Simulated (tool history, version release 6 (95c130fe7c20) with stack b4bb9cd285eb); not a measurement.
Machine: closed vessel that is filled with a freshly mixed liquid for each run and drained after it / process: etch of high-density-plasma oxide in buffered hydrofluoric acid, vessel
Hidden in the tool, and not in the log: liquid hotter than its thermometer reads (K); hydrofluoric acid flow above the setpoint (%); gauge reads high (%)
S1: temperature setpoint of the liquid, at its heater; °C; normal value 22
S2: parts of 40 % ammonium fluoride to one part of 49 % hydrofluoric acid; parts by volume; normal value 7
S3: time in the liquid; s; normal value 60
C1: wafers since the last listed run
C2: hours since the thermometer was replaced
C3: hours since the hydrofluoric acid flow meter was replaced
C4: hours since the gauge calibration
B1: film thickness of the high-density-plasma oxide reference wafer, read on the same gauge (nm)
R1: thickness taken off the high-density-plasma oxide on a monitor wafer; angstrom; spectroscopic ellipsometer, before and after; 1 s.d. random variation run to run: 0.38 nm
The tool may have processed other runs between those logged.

| run | hour | S1 | S2 | S3 | C1 | C2 | C3 | C4 | B1 | R1 |
|---|---|---|---|---|---|---|---|---|---|---|
| 1 | 0 | 22 | 6 | 60 | 0 | 1032.6 | 1000.9 | 624 | 50.76 | 1056.7 |
| 2 | 49.2 | 22 | 7 | 60 | 3287 | 1081.8 | 1050.1 | 673.2 | 50.78 | 931.6 |
| 3 | 80.5 | 22 | 7 | 60 | 2091 | 1113.1 | 1081.4 | 704.5 | 50.82 | 932.3 |
| 4 | 104.7 | 22 | 7 | 60 | 1617 | 1137.3 | 1105.6 | 728.7 | 50.81 | 934.3 |
| 5 | 118.1 | 22 | 7 | 40 | 895 | 1150.7 | 1119 | 742.1 | 50.83 | 621.6 |
| 6 | 221.2 | 22 | 7 | 40 | 6889 | 1253.8 | 1222.1 | 845.2 | 50.83 | 620.3 |
| 7 | 249.8 | 22 | 7 | 40 | 1911 | 1282.4 | 1250.7 | 873.8 | 50.85 | 621.2 |
|  | 257.1 | gauge calibrated |
| 8 | 272.3 | 22 | 7 | 60 | 1503 | 1304.9 | 1273.2 | 15.2 | 50.1 | 913.6 |
| 9 | 292.1 | 22 | 7 | 60 | 1323 | 1324.7 | 1293 | 35 | 50.16 | 921.1 |
| 10 | 321.4 | 22 | 7 | 60 | 1958 | 1354 | 1322.3 | 64.3 | 50.23 | 919.8 |
| 11 | 338.7 | 24 | 7 | 60 | 1156 | 1371.3 | 1339.6 | 81.6 | 50.26 | 1026.6 |
| 12 | 354.1 | 24 | 7 | 60 | 1029 | 1386.7 | 1355 | 97 | 50.28 | 1022.5 |
| 13 | 374.2 | 24 | 7 | 60 | 1343 | 1406.8 | 1375.1 | 117.1 | 50.32 | 1034.8 |
|  | 398.3 | thermometer replaced |
| 14 | 399.5 | 26.5 | 7 | 60 | 1623 | 1.2 | 1400.4 | 142.4 | 50.37 | 1179.6 |
| 15 | 427.6 | 19 | 7 | 40 | 1877 | 29.3 | 1428.5 | 170.5 | 50.43 | 519.3 |
| 16 | 440.9 | 26.5 | 7 | 60 | 888 | 42.6 | 1441.8 | 183.8 | 50.45 | 1171.8 |
| 17 | 459.9 | 20.5 | 8 | 80 | 1269 | 61.6 | 1460.8 | 202.8 | 50.47 | 984.4 |
| 18 | 481.5 | 24 | 6 | 75 | 1443 | 83.2 | 1482.4 | 224.4 | 50.5 | 1466 |
| 19 | 496.6 | 22 | 7 | 60 | 1009 | 98.3 | 1497.5 | 239.5 | 50.55 | 926.8 |
| 20 | 510.6 | 22 | 7 | 60 | 935 | 112.3 | 1511.5 | 253.5 | 50.58 | 919.9 |
| 21 | 538.1 | 22 | 5 | 60 | 1837 | 139.8 | 1539 | 281 | 50.58 | 1233.7 |
| 22 | 568.5 | 20.5 | 6 | 30 | 2031 | 170.2 | 1569.4 | 311.4 | 50.63 | 487.1 |
|  | 579.8 | hydrofluoric acid flow meter replaced |
| 23 | 599.2 | 22 | 7 | 40 | 1984 | 200.9 | 19.4 | 342.1 | 50.67 | 621.5 |
| 24 | 618.5 | 18.5 | 7 | 60 | 1289 | 220.2 | 38.7 | 361.4 | 50.68 | 767.7 |
| 25 | 639.9 | 20.5 | 7 | 60 | 1430 | 241.6 | 60.1 | 382.8 | 50.69 | 854.4 |
| 26 | 659.2 | 19 | 7 | 85 | 1289 | 260.9 | 79.4 | 402.1 | 50.71 | 1107.3 |
| 27 | 688.7 | 22 | 9.5 | 45 | 1971 | 290.4 | 108.9 | 431.6 | 50.74 | 512.3 |
| 28 | 716.3 | 22 | 7 | 50 | 1844 | 318 | 136.5 | 459.2 | 50.75 | 773.5 |
| 29 | 732.5 | 24.5 | 7 | 60 | 1082 | 334.2 | 152.7 | 475.4 | 50.79 | 1065 |
| 30 | 748.3 | 18 | 9.5 | 90 | 1055 | 350 | 168.5 | 491.2 | 50.76 | 818.3 |
| 31 | 780.1 | 24.5 | 7 | 85 | 2125 | 381.8 | 200.3 | 523 | 50.79 | 1500.5 |

Alternative continuations, all from the tool just after run 31; predict every row:
| A | 780.8 | 22 | 7 | 60 | 46 | 382.5 | 201 | 523.7 | ? | ? |
| B | 780.8 | 17.5 | 7 | 60 | 46 | 382.5 | 201 | 523.7 | ? | ? |
| C | 780.8 | 22 | 5 | 85 | 46 | 382.5 | 201 | 523.7 | ? | ? |
| D | 780.8 | 25 | 7 | 60 | 46 | 382.5 | 201 | 523.7 | ? | ? |
| E | 780.8 | 26.5 | 5 | 70 | 46 | 382.5 | 201 | 523.7 | ? | ? |

| run | B1 | R1 |
|---|---|---|
| A | 50.77 | 921.6 |
| B | 50.77 | 716.2 |
| C | 50.77 | 1741.2 |
| D | 50.77 | 1085.7 |
| E | 50.77 | 1830.6 |
Without the tool's hidden state the same runs would have given:
| run | R1 |
|---|---|
| A | 907.3 |
| B | 705.1 |
| C | 1714.2 |
| D | 1068.9 |
| E | 1802.2 |
